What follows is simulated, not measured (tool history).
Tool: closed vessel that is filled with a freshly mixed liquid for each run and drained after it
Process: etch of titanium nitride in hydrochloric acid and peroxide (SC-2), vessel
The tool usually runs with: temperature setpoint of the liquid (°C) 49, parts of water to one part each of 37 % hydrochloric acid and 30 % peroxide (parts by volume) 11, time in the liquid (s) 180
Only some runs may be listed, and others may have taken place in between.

run,hour,temperature setpoint of the liquid (°C),parts of water to one part each of 37 % hydrochloric acid and 30 % peroxide (parts by volume),time in the liquid (s),wafers since the last listed run,hours since the thermometer was replaced,hours since the chemicals flow meter was replaced,hours since the drum of peroxide was connected,hours since the gauge calibration,"read-back film thickness of the titanium nitride reference wafer, read on the same gauge (nm)",thickness taken off the titanium nitride on a monitor wafer (angstrom)
1,0,49,11,180,0,2135.5,1554,1294,1135.1,49.945,33.91
2,21,49,11,180,1251,2156.5,1575,1315,1156.1,49.976,34.25
3,42.8,49,11,180,1299,2178.3,1596.8,1336.8,1177.9,49.985,34.16
4,74.3,49,11,180,1877,2209.8,1628.3,1368.3,1209.4,49.978,33.71
# hour 86.6: thermometer replaced
# hour 121.5: gauge calibrated
# hour 128: new drum of peroxide connected
5,169.6,49,11,180,5559,83,1723.6,41.6,48.1,50.001,41.97
# hour 192.2: chemicals flow meter replaced
6,194.1,49,11,180,1400,107.5,1.9,66.1,72.6,50.031,41.08
7,221.5,46.5,11,110,1632,134.9,29.3,93.5,100,49.998,20.83
8,243.6,46.5,11,110,1316,157,51.4,115.6,122.1,49.989,21.19
9,274.7,46.5,11,180,1853,188.1,82.5,146.7,153.2,50.008,35.16
10,310.1,49,11,180,2109,223.5,117.9,182.1,188.6,50,40.98
11,336.1,58,6.5,95,1549,249.5,143.9,208.1,214.6,50.042,59.08
12,359.3,49,11,180,1382,272.7,167.1,231.3,237.8,49.974,40.27
13,425.6,49,11,180,3950,339,233.4,297.6,304.1,49.997,40.13
14,500.2,49,16.5,180,4445,413.6,308,372.2,378.7,50.024,28.44
15,520,49,11,115,1179,433.4,327.8,392,398.5,50.011,25.75
16,532.4,58,6.5,180,738,445.8,340.2,404.4,410.9,49.973,110.45
17,549.1,49,11,180,995,462.5,356.9,421.1,427.6,50.001,39.95
18,563.2,53.5,6.5,105,840,476.6,371,435.2,441.7,49.989,48.72
19,591.2,45.5,13,85,1668,504.6,399,463.2,469.7,50.035,12.82
20,618.3,49,9.5,180,1614,531.7,426.1,490.3,496.8,50.02,44.61
21,645.2,41.5,9.5,180,1602,558.6,453,517.2,523.7,49.965,26.52
22,659.3,43,7.5,135,840,572.7,467.1,531.3,537.8,49.983,26.67
23,675.1,41,16.5,130,941,588.5,482.9,547.1,553.6,50.002,11.64
24,703.9,42,11,180,1716,617.3,511.7,575.9,582.4,49.971,24.12
25,733.2,42,7,250,1746,646.6,541,605.2,611.7,50.012,49.22
26,762.3,49,6,180,1734,675.7,570.1,634.3,640.8,50.037,63.35
27,774.9,56.5,8,140,750,688.3,582.7,646.9,653.4,50.003,64.08

Run 28, settings as shown, results not yet in. Your forecast:
28,792.2,49,13.5,180,1030,705.6,600,664.2,670.7,?,?

{"run 28": {"read-back film thickness of the titanium nitride reference wafer, read on the same gauge (nm)": 50.001, "thickness taken off the titanium nitride on a monitor wafer (angstrom)": 32.21}}
With no hidden state in the tool, this same run would have given thickness taken off the titanium nitride on a monitor wafer (angstrom) 34.74.

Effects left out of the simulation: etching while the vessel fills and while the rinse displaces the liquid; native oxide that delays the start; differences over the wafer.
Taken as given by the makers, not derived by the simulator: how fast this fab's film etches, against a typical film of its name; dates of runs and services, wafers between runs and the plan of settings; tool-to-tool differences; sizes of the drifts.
